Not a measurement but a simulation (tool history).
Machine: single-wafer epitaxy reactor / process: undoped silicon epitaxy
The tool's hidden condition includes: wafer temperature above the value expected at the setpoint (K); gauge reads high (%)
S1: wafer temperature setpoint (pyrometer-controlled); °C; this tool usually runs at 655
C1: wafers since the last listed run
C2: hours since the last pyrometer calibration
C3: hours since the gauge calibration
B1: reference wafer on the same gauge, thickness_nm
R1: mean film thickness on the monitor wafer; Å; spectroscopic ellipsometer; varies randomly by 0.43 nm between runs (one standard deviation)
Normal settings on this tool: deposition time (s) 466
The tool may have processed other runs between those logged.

{"run": 1, "hour": 0.0, "S1": 655, "deposition time (s)": 466, "C1": 0, "C2": 1705.1, "C3": 1113.3, "B1": 67.683, "R1": 857.89}
{"run": 2, "hour": 38.6, "S1": 655, "deposition time (s)": 466, "C1": 162, "C2": 1743.7, "C3": 1151.9, "B1": 67.723, "R1": 861.47}
{"run": 3, "hour": 62.9, "S1": 655, "deposition time (s)": 466, "C1": 101, "C2": 1768.0, "C3": 1176.2, "B1": 67.784, "R1": 860.91}
{"hour": 71.3, "done": "gauge calibrated"}
{"run": 4, "hour": 102.6, "S1": 645, "deposition time (s)": 466, "C1": 166, "C2": 1807.7, "C3": 31.3, "B1": 67.713, "R1": 683.58}
{"run": 5, "hour": 164.3, "S1": 645, "deposition time (s)": 466, "C1": 258, "C2": 1869.4, "C3": 93.0, "B1": 67.684, "R1": 678.98}
{"run": 6, "hour": 225.5, "S1": 645, "deposition time (s)": 466, "C1": 256, "C2": 1930.6, "C3": 154.2, "B1": 67.697, "R1": 682.56}
{"run": 7, "hour": 292.6, "S1": 655, "deposition time (s)": 466, "C1": 281, "C2": 1997.7, "C3": 221.3, "B1": 67.635, "R1": 869.37}
{"run": 8, "hour": 349.6, "S1": 658, "deposition time (s)": 466, "C1": 239, "C2": 2054.7, "C3": 278.3, "B1": 67.728, "R1": 940.16}
{"run": 9, "hour": 395.5, "S1": 658, "deposition time (s)": 466, "C1": 192, "C2": 2100.6, "C3": 324.2, "B1": 67.655, "R1": 933.51}
{"run": 10, "hour": 459.2, "S1": 666, "deposition time (s)": 466, "C1": 267, "C2": 2164.3, "C3": 387.9, "B1": 67.767, "R1": 1129.75}
{"run": 11, "hour": 493.7, "S1": 655, "deposition time (s)": 466, "C1": 144, "C2": 2198.8, "C3": 422.4, "B1": 67.726, "R1": 870.27}
{"run": 12, "hour": 527.4, "S1": 655, "deposition time (s)": 466, "C1": 141, "C2": 2232.5, "C3": 456.1, "B1": 67.684, "R1": 872.23}
{"run": 13, "hour": 578.7, "S1": 655, "deposition time (s)": 466, "C1": 215, "C2": 2283.8, "C3": 507.4, "B1": 67.697, "R1": 875.8}
{"run": 14, "hour": 631.7, "S1": 655, "deposition time (s)": 466, "C1": 222, "C2": 2336.8, "C3": 560.4, "B1": 67.706, "R1": 882.62}
{"run": 15, "hour": 685.7, "S1": 658, "deposition time (s)": 518, "C1": 226, "C2": 2390.8, "C3": 614.4, "B1": 67.66, "R1": 1043.21}
{"run": 16, "hour": 794.5, "S1": 655, "deposition time (s)": 466, "C1": 456, "C2": 2499.6, "C3": 723.2, "B1": 67.712, "R1": 894.05}
{"run": 17, "hour": 852.9, "S1": 655, "deposition time (s)": 466, "C1": 245, "C2": 2558.0, "C3": 781.6, "B1": 67.719, "R1": 897.73}
{"run": 18, "hour": 915.1, "S1": 655, "deposition time (s)": 466, "C1": 261, "C2": 2620.2, "C3": 843.8, "B1": 67.731, "R1": 891.65}
{"hour": 935.5, "done": "pyrometer calibrated"}
{"run": 19, "hour": 950.3, "S1": 655, "deposition time (s)": 466, "C1": 114, "C2": 14.8, "C3": 879.0, "B1": 67.746, "R1": 833.49}
{"run": 20, "hour": 1118.0, "S1": 655, "deposition time (s)": 466, "C1": 703, "C2": 182.5, "C3": 1046.7, "B1": 67.673, "R1": 830.66}
{"hour": 1173.7, "done": "gauge calibrated"}
{"run": 21, "hour": 1178.6, "S1": 648, "deposition time (s)": 466, "C1": 254, "C2": 243.1, "C3": 4.9, "B1": 67.714, "R1": 713.14}
{"run": 22, "hour": 1227.4, "S1": 641, "deposition time (s)": 503, "C1": 204, "C2": 291.9, "C3": 53.7, "B1": 67.711, "R1": 643.3}
{"run": 23, "hour": 1274.5, "S1": 655, "deposition time (s)": 466, "C1": 197, "C2": 339.0, "C3": 100.8, "B1": 67.779, "R1": 837.26}
{"run": 24, "hour": 1337.3, "S1": 655, "deposition time (s)": 466, "C1": 263, "C2": 401.8, "C3": 163.6, "B1": 67.671, "R1": 842.18}
{"run": 25, "hour": 1365.1, "S1": 660, "deposition time (s)": 400, "C1": 116, "C2": 429.6, "C3": 191.4, "B1": 67.733, "R1": 810.68}
{"run": 26, "hour": 1390.3, "S1": 644, "deposition time (s)": 538, "C1": 105, "C2": 454.8, "C3": 216.6, "B1": 67.735, "R1": 738.41}
{"run": 27, "hour": 1446.3, "S1": 662, "deposition time (s)": 500, "C1": 235, "C2": 510.8, "C3": 272.6, "B1": 67.732, "R1": 1054.47}
{"run": 28, "hour": 1516.9, "S1": 662, "deposition time (s)": 510, "C1": 296, "C2": 581.4, "C3": 343.2, "B1": 67.697, "R1": 1081.66}
{"run": 29, "hour": 1555.8, "S1": 665, "deposition time (s)": 530, "C1": 163, "C2": 620.3, "C3": 382.1, "B1": 67.632, "R1": 1207.34}
{"run": 30, "hour": 1597.4, "S1": 663, "deposition time (s)": 392, "C1": 174, "C2": 661.9, "C3": 423.7, "B1": 67.652, "R1": 863.9}
{"run": 31, "hour": 1661.3, "S1": 648, "deposition time (s)": 503, "C1": 268, "C2": 725.8, "C3": 487.6, "B1": 67.684, "R1": 772.35}
{"run": 32, "hour": 1715.9, "S1": 668, "deposition time (s)": 466, "C1": 229, "C2": 780.4, "C3": 542.2, "B1": 67.642, "R1": 1143.6}
{"run": 33, "hour": 1769.4, "S1": 655, "deposition time (s)": 466, "C1": 224, "C2": 833.9, "C3": 595.7, "B1": 67.689, "R1": 844.16}
{"run": 34, "hour": 1805.9, "S1": 655, "deposition time (s)": 403, "C1": 153, "C2": 870.4, "C3": 632.2, "B1": 67.696, "R1": 736.29}
{"run": 35, "hour": 1856.7, "S1": 645, "deposition time (s)": 466, "C1": 213, "C2": 921.2, "C3": 683.0, "B1": 67.723, "R1": 670.21}
{"run": 36, "hour": 1892.7, "S1": 649, "deposition time (s)": 400, "C1": 151, "C2": 957.2, "C3": 719.0, "B1": 67.707, "R1": 630.73}
{"run": 37, "hour": 1931.0, "S1": 642, "deposition time (s)": 503, "C1": 160, "C2": 995.5, "C3": 757.3, "B1": 67.661, "R1": 666.72}
{"run": 38, "hour": 1983.2, "S1": 648, "deposition time (s)": 466, "C1": 219, "C2": 1047.7, "C3": 809.5, "B1": 67.704, "R1": 717.63}
{"run": 39, "hour": 2012.5, "S1": 662, "deposition time (s)": 378, "C1": 122, "C2": 1077.0, "C3": 838.8, "B1": 67.719, "R1": 806.18}

For each entry between runs, how does the tool's hidden state at the last listed run before it compare with that at the first listed run after it?
From run 3 to run 4: gauge calibrated (hour 71.3)
  wafer temperature above the value expected at the setpoint (K): 1.34 -> 1.41
  the result without the hidden state subtracted from the measured one, R1: +26.85 -> +22.82 Å
From run 18 to run 19: pyrometer calibrated (hour 935.5)
  wafer temperature above the value expected at the setpoint (K): 3.01 -> 0.151
  the result without the hidden state subtracted from the measured one, R1: +60.97 -> +2.96 Å
From run 20 to run 21: gauge calibrated (hour 1173.7)
  wafer temperature above the value expected at the setpoint (K): 0.166 -> 0.177
  the result without the hidden state subtracted from the measured one, R1: +3.24 -> +3.03 Å
